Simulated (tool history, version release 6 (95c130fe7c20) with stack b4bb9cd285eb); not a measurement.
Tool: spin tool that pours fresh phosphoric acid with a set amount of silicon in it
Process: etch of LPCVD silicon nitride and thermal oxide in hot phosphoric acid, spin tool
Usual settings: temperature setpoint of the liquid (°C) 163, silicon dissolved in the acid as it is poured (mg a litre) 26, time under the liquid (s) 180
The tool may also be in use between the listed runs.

run	hour	temperature setpoint of the liquid (°C)	silicon dissolved in the acid as it is poured (mg a litre)	time under the liquid (s)	read-back film thickness of the LPCVD silicon nitride reference wafer, read on the same gauge (nm)	read-back film thickness of the thermal oxide reference wafer, read on the same gauge (nm)	thickness taken off the LPCVD silicon nitride on a monitor wafer (angstrom)	thickness taken off the thermal oxide on a monitor wafer (angstrom)
1	0	163	26	180	109.99	150.01	190.3	4.6
# hour 2.3: heated supply line repaired
2	6.9	163	26	180	110.03	149.985	191.5	4.74
3	18.3	163	26	180	109.99	149.994	190.6	3.71
4	27.6	161	26	235	110.01	149.983	231.9	4.33
# hour 34.3: dissolved silicon flow meter replaced
5	38.5	163	26	180	110.01	149.998	191.4	3.97
6	66.8	162	35	75	110.01	149.997	77.5	1.05
7	74.3	163	40.5	260	110	149.969	274.6	3.16
8	89.4	163	26	180	110	150.006	192	4.26
9	117.8	163	17	120	109.96	150.003	127.1	3.72
10	166.9	163	26	180	109.99	149.993	191.5	4.45
# hour 172.1: thermometer replaced
11	182.6	163	26	180	109.98	149.976	179.6	3.65
12	196.1	163	26	180	109.99	149.994	179.5	3.52
13	208.6	163	42.5	180	110.05	149.981	179.7	1.2
14	218.6	161	12	275	109.98	150.006	257.8	7.01
15	234	165	26	180	110.03	149.972	192.3	3.75
16	251.5	161	12	275	109.95	150.013	257	7.4
17	263.2	165	35	115	110.06	150.017	123.5	1.79
18	275.9	163	26	180	109.99	149.985	180.6	3.88
19	305	163	18.5	180	110	149.977	180.7	3.36
20	315.5	163	43	180	110	149.992	180.4	1.35
21	326	161	26	230	110	149.999	216.3	4.14

Forecast each of these 5 alternatives for the next run:
A	326.5	163	26	180	?	?	?	?
B	326.5	160.5	7.5	275	?	?	?	?
C	326.5	163	46	120	?	?	?	?
D	326.5	161	12	180	?	?	?	?
E	326.5	162	16	180	?	?	?	?

run	read-back film thickness of the LPCVD silicon nitride reference wafer, read on the same gauge (nm)	read-back film thickness of the thermal oxide reference wafer, read on the same gauge (nm)	thickness taken off the LPCVD silicon nitride on a monitor wafer (angstrom)	thickness taken off the thermal oxide on a monitor wafer (angstrom)
A	110.02	149.993	181.3	4.17
B	110.02	149.993	254.8	8.69
C	110.02	149.993	120.8	1
D	110.02	149.993	169.6	5.34
E	110.02	149.993	175.4	5.21
Without the tool's hidden state the same runs would have given:
run	thickness taken off the LPCVD silicon nitride on a monitor wafer (angstrom)	thickness taken off the thermal oxide on a monitor wafer (angstrom)
A	178.1	4.01
B	250.3	8.35
C	118.7	0.96
D	166.6	5.13
E	172.2	5.01
